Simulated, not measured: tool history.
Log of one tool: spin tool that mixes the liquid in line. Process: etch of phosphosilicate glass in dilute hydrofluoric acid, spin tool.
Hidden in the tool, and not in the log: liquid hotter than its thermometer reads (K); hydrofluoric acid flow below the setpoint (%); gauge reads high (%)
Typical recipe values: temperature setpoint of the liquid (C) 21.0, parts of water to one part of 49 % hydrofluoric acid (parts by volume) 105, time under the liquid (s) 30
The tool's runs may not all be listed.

run   hour  temperature setpoint of the liquid (C)  parts of water to one part of 49 % hydrofluoric acid (parts by volume)  time under the liquid (s)  wafers since the last listed run  hours since the thermometer was replaced  hours since the hydrofluoric acid flow meter was replaced  hours since the gauge calibration  read-back film thickness of the phosphosilicate glass reference wafer, read on the same gauge (nm)  thickness taken off the phosphosilicate glass on a monitor wafer (angstrom)
  1    0.0                                    21.0                                                                     105                         20                                 0                                    2223.1                                                      623.8                              511.1                                                                                              149.99                                                                        127.4
  2   19.5                                    21.0                                                                     105                         20                               424                                    2242.6                                                      643.3                              530.6                                                                                              150.01                                                                        128.7
  3   33.1                                    21.0                                                                      95                         30                               295                                    2256.2                                                      656.9                              544.2                                                                                              150.02                                                                        212.8
  4   66.0                                    21.0                                                                      95                         30                               715                                    2289.1                                                      689.8                              577.1                                                                                              150.00                                                                        214.3
  5   91.5                                    21.0                                                                      95                         30                               554                                    2314.6                                                      715.3                              602.6                                                                                              149.97                                                                        217.6
  6  116.6                                    21.0                                                                      75                         30                               546                                    2339.7                                                      740.4                              627.7                                                                                              149.98                                                                        278.6
  7  141.7                                    21.0                                                                      75                         30                               546                                    2364.8                                                      765.5                              652.8                                                                                              150.00                                                                        273.9
  8  165.5                                    24.0                                                                     120                         30                               517                                    2388.6                                                      789.3                              676.6                                                                                              150.00                                                                        187.3
  9  198.1                                    24.0                                                                     120                         30                               709                                    2421.2                                                      821.9                              709.2                                                                                              150.01                                                                        186.7
 10  231.6                                    24.0                                                                     120                         30                               729                                    2454.7                                                      855.4                              742.7                                                                                              150.00                                                                        186.1
 11  258.3                                    21.0                                                                     105                         30                               581                                    2481.4                                                      882.1                              769.4                                                                                              149.99                                                                        188.8
 12  285.9                                    21.0                                                                     105                         30                               600                                    2509.0                                                      909.7                              797.0                                                                                              149.99                                                                        193.4
 13  320.9                                    21.0                                                                     105                         30                               761                                    2544.0                                                      944.7                              832.0                                                                                              149.98                                                                        189.0
 14  352.5                                    21.0                                                                     105                         30                               687                                    2575.6                                                      976.3                              863.6                                                                                              150.02                                                                        190.7
     356.4  -- thermometer replaced
     373.4  -- gauge calibrated
 15  378.9                                    23.0                                                                      85                         25                               552                                      22.5                                                     1002.7                                5.5                                                                                              150.00                                                                        215.8
 16  403.5                                    25.5                                                                     105                         15                               535                                      47.1                                                     1027.3                               30.1                                                                                              150.00                                                                        112.9
 17  417.8                                    21.0                                                                     145                         15                               311                                      61.4                                                     1041.6                               44.4                                                                                              150.00                                                                         65.3
 18  443.7                                    24.0                                                                      60                         30                               563                                      87.3                                                     1067.5                               70.3                                                                                              149.99                                                                        393.1
 19  463.4                                    17.5                                                                     125                         15                               428                                     107.0                                                     1087.2                               90.0                                                                                              149.99                                                                         67.3
 20  494.1                                    21.0                                                                     105                         30                               668                                     137.7                                                     1117.9                              120.7                                                                                              149.99                                                                        190.1

Forecast run 21:
 21  515.9                                    21.0                                                                     105                         30                               474                                     159.5                                                     1139.7                              142.5                                                                                                   ?                                                                            ?

{"run 21": {"read-back film thickness of the phosphosilicate glass reference wafer, read on the same gauge (nm)": 149.99, "thickness taken off the phosphosilicate glass on a monitor wafer (angstrom)": 189.0}}
Take away the tool's hidden state, keep the run-to-run variation as it was, and the same run would have given thickness taken off the phosphosilicate glass on a monitor wafer (angstrom) 202.4.
